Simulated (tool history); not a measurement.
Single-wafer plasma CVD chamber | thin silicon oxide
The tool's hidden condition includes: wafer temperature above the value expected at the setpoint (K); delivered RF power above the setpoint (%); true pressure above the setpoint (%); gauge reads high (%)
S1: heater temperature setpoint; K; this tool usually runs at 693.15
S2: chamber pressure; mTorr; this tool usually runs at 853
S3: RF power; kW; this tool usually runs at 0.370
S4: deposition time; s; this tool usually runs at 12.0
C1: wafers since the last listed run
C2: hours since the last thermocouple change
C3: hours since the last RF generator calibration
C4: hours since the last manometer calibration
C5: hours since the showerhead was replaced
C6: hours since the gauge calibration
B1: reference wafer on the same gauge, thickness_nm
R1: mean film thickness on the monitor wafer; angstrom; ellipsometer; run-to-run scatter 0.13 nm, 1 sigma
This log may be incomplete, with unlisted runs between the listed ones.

{"run": 1, "day": 0.0, "S1": 693.15, "S2": 853, "S3": 0.39, "S4": 12.0, "C1": 0, "C2": 2382.3, "C3": 1064.4, "C4": 2641.3, "C5": 3446.7, "C6": 920.0, "B1": 29.877, "R1": 273.98}
{"run": 2, "day": 1.75, "S1": 693.15, "S2": 853, "S3": 0.39, "S4": 12.0, "C1": 1594, "C2": 2424.3, "C3": 1106.4, "C4": 2683.3, "C5": 3488.7, "C6": 962.0, "B1": 29.849, "R1": 274.77}
{"run": 3, "day": 5.246, "S1": 693.15, "S2": 853, "S3": 0.39, "S4": 12.0, "C1": 3184, "C2": 2508.2, "C3": 1190.3, "C4": 2767.2, "C5": 3572.6, "C6": 1045.9, "B1": 29.893, "R1": 275.17}
{"run": 4, "day": 7.408, "S1": 693.15, "S2": 853, "S3": 0.37, "S4": 12.0, "C1": 1969, "C2": 2560.1, "C3": 1242.2, "C4": 2819.1, "C5": 3624.5, "C6": 1097.8, "B1": 29.957, "R1": 270.74}
{"day": 10.296, "done": "showerhead replaced"}
{"day": 10.325, "done": "capacitance manometer re-zeroed and calibrated"}
{"run": 5, "day": 11.554, "S1": 693.15, "S2": 853, "S3": 0.37, "S4": 12.0, "C1": 3446, "C2": 2659.6, "C3": 1341.7, "C4": 29.5, "C5": 30.2, "C6": 1197.3, "B1": 29.908, "R1": 261.54}
{"run": 6, "day": 15.512, "S1": 693.15, "S2": 853, "S3": 0.37, "S4": 12.0, "C1": 3605, "C2": 2754.6, "C3": 1436.7, "C4": 124.5, "C5": 125.2, "C6": 1292.3, "B1": 29.896, "R1": 259.86}
{"run": 7, "day": 18.162, "S1": 693.15, "S2": 853, "S3": 0.345, "S4": 12.0, "C1": 2413, "C2": 2818.2, "C3": 1500.3, "C4": 188.1, "C5": 188.8, "C6": 1355.9, "B1": 29.88, "R1": 255.89}
{"run": 8, "day": 19.95, "S1": 688.15, "S2": 970, "S3": 0.395, "S4": 10.0, "C1": 1628, "C2": 2861.1, "C3": 1543.2, "C4": 231.0, "C5": 231.7, "C6": 1398.8, "B1": 29.922, "R1": 246.96}
{"day": 23.162, "done": "RF generator calibrated"}
{"run": 9, "day": 24.262, "S1": 693.15, "S2": 961, "S3": 0.33, "S4": 12.0, "C1": 3624, "C2": 2964.6, "C3": 26.4, "C4": 334.5, "C5": 335.2, "C6": 1502.3, "B1": 29.823, "R1": 279.8}
{"run": 10, "day": 27.408, "S1": 693.15, "S2": 853, "S3": 0.37, "S4": 12.0, "C1": 2865, "C2": 3040.1, "C3": 101.9, "C4": 410.0, "C5": 410.7, "C6": 1577.8, "B1": 29.954, "R1": 267.6}
{"run": 11, "day": 31.879, "S1": 693.15, "S2": 1007, "S3": 0.37, "S4": 12.0, "C1": 4072, "C2": 3147.4, "C3": 209.2, "C4": 517.3, "C5": 518.0, "C6": 1685.1, "B1": 29.886, "R1": 297.52}
{"run": 12, "day": 34.217, "S1": 708.15, "S2": 794, "S3": 0.37, "S4": 12.0, "C1": 2129, "C2": 3203.5, "C3": 265.3, "C4": 573.4, "C5": 574.1, "C6": 1741.2, "B1": 29.933, "R1": 251.94}
{"day": 34.725, "done": "thermocouple changed; heater temperature recalibrated"}
{"run": 13, "day": 38.346, "S1": 693.15, "S2": 853, "S3": 0.32, "S4": 12.0, "C1": 3457, "C2": 86.9, "C3": 364.4, "C4": 672.5, "C5": 673.2, "C6": 1840.3, "B1": 29.904, "R1": 255.89}
{"day": 41.508, "done": "gauge calibrated"}
{"run": 14, "day": 42.667, "S1": 689.15, "S2": 684, "S3": 0.4, "S4": 11.2, "C1": 3935, "C2": 190.6, "C3": 468.1, "C4": 776.2, "C5": 776.9, "C6": 27.8, "B1": 29.878, "R1": 214.28}
{"run": 15, "day": 44.275, "S1": 683.15, "S2": 853, "S3": 0.37, "S4": 12.0, "C1": 1465, "C2": 229.2, "C3": 506.7, "C4": 814.8, "C5": 815.5, "C6": 66.4, "B1": 29.935, "R1": 267.09}
{"run": 16, "day": 46.338, "S1": 693.15, "S2": 853, "S3": 0.37, "S4": 12.0, "C1": 1878, "C2": 278.7, "C3": 556.2, "C4": 864.3, "C5": 865.0, "C6": 115.9, "B1": 29.893, "R1": 263.64}
{"run": 17, "day": 50.142, "S1": 683.15, "S2": 853, "S3": 0.37, "S4": 12.0, "C1": 3465, "C2": 370.0, "C3": 647.5, "C4": 955.6, "C5": 956.3, "C6": 207.2, "B1": 29.875, "R1": 265.55}
{"run": 18, "day": 51.925, "S1": 687.15, "S2": 925, "S3": 0.335, "S4": 14.0, "C1": 1624, "C2": 412.8, "C3": 690.3, "C4": 998.4, "C5": 999.1, "C6": 250.0, "B1": 29.874, "R1": 321.17}
{"run": 19, "day": 55.846, "S1": 693.15, "S2": 853, "S3": 0.37, "S4": 12.0, "C1": 3571, "C2": 506.9, "C3": 784.4, "C4": 1092.5, "C5": 1093.2, "C6": 344.1, "B1": 29.975, "R1": 266.51}
{"run": 20, "day": 60.062, "S1": 693.15, "S2": 853, "S3": 0.37, "S4": 10.2, "C1": 3841, "C2": 608.1, "C3": 885.6, "C4": 1193.7, "C5": 1194.4, "C6": 445.3, "B1": 29.891, "R1": 227.43}
{"run": 21, "day": 64.158, "S1": 693.15, "S2": 771, "S3": 0.37, "S4": 13.5, "C1": 3730, "C2": 706.4, "C3": 983.9, "C4": 1292.0, "C5": 1292.7, "C6": 543.6, "B1": 29.906, "R1": 276.18}
{"run": 22, "day": 65.796, "S1": 686.15, "S2": 786, "S3": 0.305, "S4": 13.0, "C1": 1491, "C2": 745.7, "C3": 1023.2, "C4": 1331.3, "C5": 1332.0, "C6": 582.9, "B1": 29.937, "R1": 254.7}
{"run": 23, "day": 69.475, "S1": 693.15, "S2": 853, "S3": 0.37, "S4": 12.0, "C1": 3351, "C2": 834.0, "C3": 1111.5, "C4": 1419.6, "C5": 1420.3, "C6": 671.2, "B1": 29.866, "R1": 266.52}
{"run": 24, "day": 72.112, "S1": 693.15, "S2": 853, "S3": 0.37, "S4": 13.5, "C1": 2402, "C2": 897.3, "C3": 1174.8, "C4": 1482.9, "C5": 1483.6, "C6": 734.5, "B1": 29.888, "R1": 299.76}
{"run": 25, "day": 76.304, "S1": 693.15, "S2": 853, "S3": 0.37, "S4": 12.0, "C1": 3818, "C2": 997.9, "C3": 1275.4, "C4": 1583.5, "C5": 1584.2, "C6": 835.1, "B1": 29.877, "R1": 267.95}
{"run": 26, "day": 79.667, "S1": 693.15, "S2": 853, "S3": 0.37, "S4": 12.0, "C1": 3062, "C2": 1078.6, "C3": 1356.1, "C4": 1664.2, "C5": 1664.9, "C6": 915.8, "B1": 29.885, "R1": 268.4}
{"day": 81.796, "done": "RF generator calibrated"}
{"run": 27, "day": 82.596, "S1": 680.15, "S2": 853, "S3": 0.43, "S4": 11.2, "C1": 2364, "C2": 1148.9, "C3": 19.2, "C4": 1734.5, "C5": 1735.2, "C6": 986.1, "B1": 29.931, "R1": 273.14}
{"run": 28, "day": 86.788, "S1": 706.15, "S2": 965, "S3": 0.425, "S4": 9.9, "C1": 3818, "C2": 1249.5, "C3": 119.8, "C4": 1835.1, "C5": 1835.8, "C6": 1086.7, "B1": 29.908, "R1": 256.52}
{"run": 29, "day": 94.208, "S1": 693.15, "S2": 853, "S3": 0.37, "S4": 12.0, "C1": 6759, "C2": 1427.6, "C3": 297.9, "C4": 2013.2, "C5": 2013.9, "C6": 1264.8, "B1": 29.901, "R1": 273.05}

Predict each of these 3 candidate next runs independently; none follows another, all start after run 29:
{"run": "A", "day": 94.225, "S1": 693.15, "S2": 853, "S3": 0.37, "S4": 12.0, "C1": 15, "C2": 1428.0, "C3": 298.3, "C4": 2013.6, "C5": 2014.3, "C6": 1265.2, "B1": "?", "R1": "?"}
{"run": "B", "day": 94.225, "S1": 693.15, "S2": 853, "S3": 0.37, "S4": 14.4, "C1": 15, "C2": 1428.0, "C3": 298.3, "C4": 2013.6, "C5": 2014.3, "C6": 1265.2, "B1": "?", "R1": "?"}
{"run": "C", "day": 94.225, "S1": 686.15, "S2": 853, "S3": 0.37, "S4": 12.0, "C1": 15, "C2": 1428.0, "C3": 298.3, "C4": 2013.6, "C5": 2014.3, "C6": 1265.2, "B1": "?", "R1": "?"}

run=A B1=29.902 R1=275.19
run=B B1=29.902 R1=330.03
run=C B1=29.902 R1=276.33
What these runs would have given with no unlogged condition in the tool:
run=A R1=263.66
run=B R1=316.21
run=C R1=264.76

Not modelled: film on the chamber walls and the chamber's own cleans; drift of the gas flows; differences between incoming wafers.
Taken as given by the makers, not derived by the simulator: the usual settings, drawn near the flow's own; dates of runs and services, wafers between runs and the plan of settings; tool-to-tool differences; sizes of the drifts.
